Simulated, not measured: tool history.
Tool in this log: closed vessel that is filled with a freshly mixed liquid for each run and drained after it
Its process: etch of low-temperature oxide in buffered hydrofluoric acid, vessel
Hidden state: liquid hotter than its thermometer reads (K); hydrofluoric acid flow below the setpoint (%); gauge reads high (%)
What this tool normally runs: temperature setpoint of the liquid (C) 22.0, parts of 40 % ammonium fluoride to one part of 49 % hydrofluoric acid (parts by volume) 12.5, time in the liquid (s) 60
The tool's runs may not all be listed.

run	hour	temperature setpoint of the liquid (C)	parts of 40 % ammonium fluoride to one part of 49 % hydrofluoric acid (parts by volume)	time in the liquid (s)	wafers since the last listed run	hours since the thermometer was replaced	hours since the hydrofluoric acid flow meter was replaced	hours since the gauge calibration	read-back film thickness of the low-temperature oxide reference wafer, read on the same gauge (nm)	thickness taken off the low-temperature oxide on a monitor wafer (nm)
1	0.0	22.0	12.5	50	0	1310.8	628.5	374.8	119.98	222.99
2	46.1	22.0	12.5	50	4891	1356.9	674.6	420.9	120.01	227.23
3	130.9	22.0	12.5	50	8997	1441.7	759.4	505.7	119.99	224.17
4	174.9	22.0	12.5	60	4668	1485.7	803.4	549.7	119.99	268.93
5	276.0	22.0	12.5	60	10727	1586.8	904.5	650.8	119.97	272.27
6	366.1	22.0	14.0	60	9560	1676.9	994.6	740.9	119.98	245.03
7	430.1	22.0	14.0	60	6790	1740.9	1058.6	804.9	119.99	244.35
8	491.0	22.0	12.5	40	6461	1801.8	1119.5	865.8	119.99	180.58
9	544.0	22.0	9.5	80	5623	1854.8	1172.5	918.8	120.00	464.93
# hour 704.0: thermometer replaced
# hour 719.2: hydrofluoric acid flow meter replaced
10	823.8	22.0	12.5	60	29476	119.8	104.6	1198.6	120.00	271.81
11	860.9	22.0	12.5	60	3936	156.9	141.7	1235.7	120.01	270.87
12	896.9	22.0	12.5	50	3819	192.9	177.7	1271.7	120.01	224.16
# hour 916.6: gauge calibrated
13	990.8	22.0	11.0	60	9963	286.8	271.6	74.2	119.99	311.39
14	1027.8	18.5	12.5	60	3925	323.8	308.6	111.2	119.97	224.04
15	1081.5	22.0	9.5	60	5697	377.5	362.3	164.9	119.99	347.07
16	1122.8	25.5	15.5	60	4382	418.8	403.6	206.2	120.00	264.71
17	1211.9	22.0	12.5	60	9454	507.9	492.7	295.3	119.98	271.49
18	1305.2	25.0	15.0	45	9899	601.2	586.0	388.6	119.97	201.35
19	1407.2	22.0	12.5	60	10822	703.2	688.0	490.6	120.00	270.78
20	1465.5	26.5	12.5	50	6185	761.5	746.3	548.9	120.01	288.23
21	1562.4	25.0	15.5	80	10281	858.4	843.2	645.8	120.00	346.98
22	1665.4	25.5	10.0	60	10928	961.4	946.2	748.8	119.98	410.75

Below are 3 alternative next runs, each starting from the tool's condition after run 22. Predict each:
A	1666.1	22.0	12.5	60	74	962.1	946.9	749.5	?	?
B	1666.1	22.0	17.0	60	74	962.1	946.9	749.5	?	?
C	1666.1	22.0	16.5	45	74	962.1	946.9	749.5	?	?

run	read-back film thickness of the low-temperature oxide reference wafer, read on the same gauge (nm)	thickness taken off the low-temperature oxide on a monitor wafer (nm)
A	120.00	268.96
B	120.00	198.84
C	120.00	153.58
Had the tool no hidden state, the same runs would have come out as:
run	thickness taken off the low-temperature oxide on a monitor wafer (nm)
A	268.96
B	198.84
C	153.58

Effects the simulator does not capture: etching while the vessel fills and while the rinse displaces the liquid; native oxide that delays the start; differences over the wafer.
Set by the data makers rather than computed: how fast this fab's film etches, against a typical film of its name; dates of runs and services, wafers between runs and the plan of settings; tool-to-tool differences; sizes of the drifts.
